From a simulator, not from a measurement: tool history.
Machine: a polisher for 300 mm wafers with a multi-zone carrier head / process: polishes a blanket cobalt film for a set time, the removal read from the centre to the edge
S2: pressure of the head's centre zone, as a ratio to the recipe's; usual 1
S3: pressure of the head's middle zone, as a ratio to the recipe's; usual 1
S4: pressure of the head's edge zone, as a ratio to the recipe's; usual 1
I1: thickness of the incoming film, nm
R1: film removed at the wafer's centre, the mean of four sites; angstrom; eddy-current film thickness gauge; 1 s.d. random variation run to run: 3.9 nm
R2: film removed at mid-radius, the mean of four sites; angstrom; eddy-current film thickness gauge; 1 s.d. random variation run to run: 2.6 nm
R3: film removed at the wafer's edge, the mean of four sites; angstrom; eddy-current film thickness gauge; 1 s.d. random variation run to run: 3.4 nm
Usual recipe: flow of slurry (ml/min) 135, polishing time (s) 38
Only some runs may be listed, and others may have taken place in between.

run 1 hour=0 | flow_of_slurry_(ml/min)=135 S2=1 S3=1 S4=1 polishing_time_(s)=38 | I1=772.2 | R1=2506 R2=2452 R3=2576
run 2 hour=72.5 | flow_of_slurry_(ml/min)=135 S2=1 S3=1 S4=1 polishing_time_(s)=38 | I1=773.4 | R1=2433 R2=2324 R3=2436
-- hour=103.5 worn pad replaced by a new one
run 3 hour=235.5 | flow_of_slurry_(ml/min)=135 S2=1 S3=1 S4=1 polishing_time_(s)=38 | I1=773 | R1=2618 R2=2395 R3=2485
run 4 hour=295.1 | flow_of_slurry_(ml/min)=135 S2=1 S3=1 S4=1 polishing_time_(s)=38 | I1=770.4 | R1=2495 R2=2373 R3=2412
-- hour=325.4 worn pad replaced by a new one
run 5 hour=400.3 | flow_of_slurry_(ml/min)=135 S2=1 S3=1 S4=1 polishing_time_(s)=38 | I1=774.3 | R1=2362 R2=2234 R3=2345
run 6 hour=465.8 | flow_of_slurry_(ml/min)=135 S2=1 S3=1 S4=1 polishing_time_(s)=38 | I1=796.7 | R1=2420 R2=2260 R3=2293
-- hour=487 centre zone pressure recalibrated
run 7 hour=562.4 | flow_of_slurry_(ml/min)=135 S2=0.93 S3=1 S4=1 polishing_time_(s)=38 | I1=786.2 | R1=2119 R2=2107 R3=2254
-- hour=602.3 worn pad replaced by a new one, repeated, since the last time left the tool worse
run 8 hour=646.5 | flow_of_slurry_(ml/min)=135 S2=1.03 S3=1 S4=1 polishing_time_(s)=38 | I1=771 | R1=2680 R2=2470 R3=2551
-- hour=695.4 edge zone pressure recalibrated
run 9 hour=720.2 | flow_of_slurry_(ml/min)=135 S2=1 S3=1 S4=1 polishing_time_(s)=38 | I1=795.5 | R1=2544 R2=2388 R3=2486
-- hour=749.1 carrier head's membrane replaced by a new one
-- hour=757.9 slurry nozzle cleaned
-- hour=810.7 worn pad replaced by a new one
run 10 hour=811.6 | flow_of_slurry_(ml/min)=135 S2=0.94 S3=0.91 S4=0.96 polishing_time_(s)=34 | I1=765.2 | R1=2143 R2=2099 R3=2262
run 11 hour=898.1 | flow_of_slurry_(ml/min)=120 S2=1 S3=1.03 S4=1 polishing_time_(s)=38 | I1=789.9 | R1=2556 R2=2424 R3=2470
run 12 hour=939.3 | flow_of_slurry_(ml/min)=135 S2=1 S3=1 S4=1 polishing_time_(s)=38 | I1=779.3 | R1=2640 R2=2420 R3=2484
run 13 hour=975.5 | flow_of_slurry_(ml/min)=135 S2=1 S3=1 S4=1 polishing_time_(s)=38 | I1=779.7 | R1=2532 R2=2390 R3=2472
-- hour=1004.5 worn pad replaced by a new one
run 14 hour=1032.2 | flow_of_slurry_(ml/min)=100 S2=0.91 S3=1 S4=1 polishing_time_(s)=38 | I1=783.2 | R1=2192 R2=2247 R3=2422
run 15 hour=1137.2 | flow_of_slurry_(ml/min)=135 S2=1 S3=1 S4=1.04 polishing_time_(s)=38 | I1=782.9 | R1=2602 R2=2437 R3=2572

For each run, the measured value with the value that run would have given without the tool's hidden condition subtracted. The run-to-run variation is shared by both, the gauge scatter possibly not:
What the log doesn't record here: removal rate lost through wear of the pad, %; slurry flow missing at the pad, %; deviation of the centre zone's pressure from its setpoint, %; deviation of the edge zone's pressure from its setpoint, %.
run=1 R1=-54 R2=-53 R3=-55
run=2 R1=-113 R2=-107 R3=-113
run=3 R1=-63 R2=-57 R3=-60
run=4 R1=-108 R2=-103 R3=-104
run=5 R1=-238 R2=-226 R3=-237
run=6 R1=-284 R2=-265 R3=-269
run=7 R1=-343 R2=-341 R3=-365
run=8 R1=-21 R2=-20 R3=-19
run=9 R1=-49 R2=-46 R3=-48
run=10 R1=-8 R2=-7 R3=-8
run=11 R1=-27 R2=-26 R3=-26
run=12 R1=-51 R2=-46 R3=-48
run=13 R1=-75 R2=-72 R3=-74
run=14 R1=-4 R2=-4 R3=-4
run=15 R1=-47 R2=-44 R3=-46
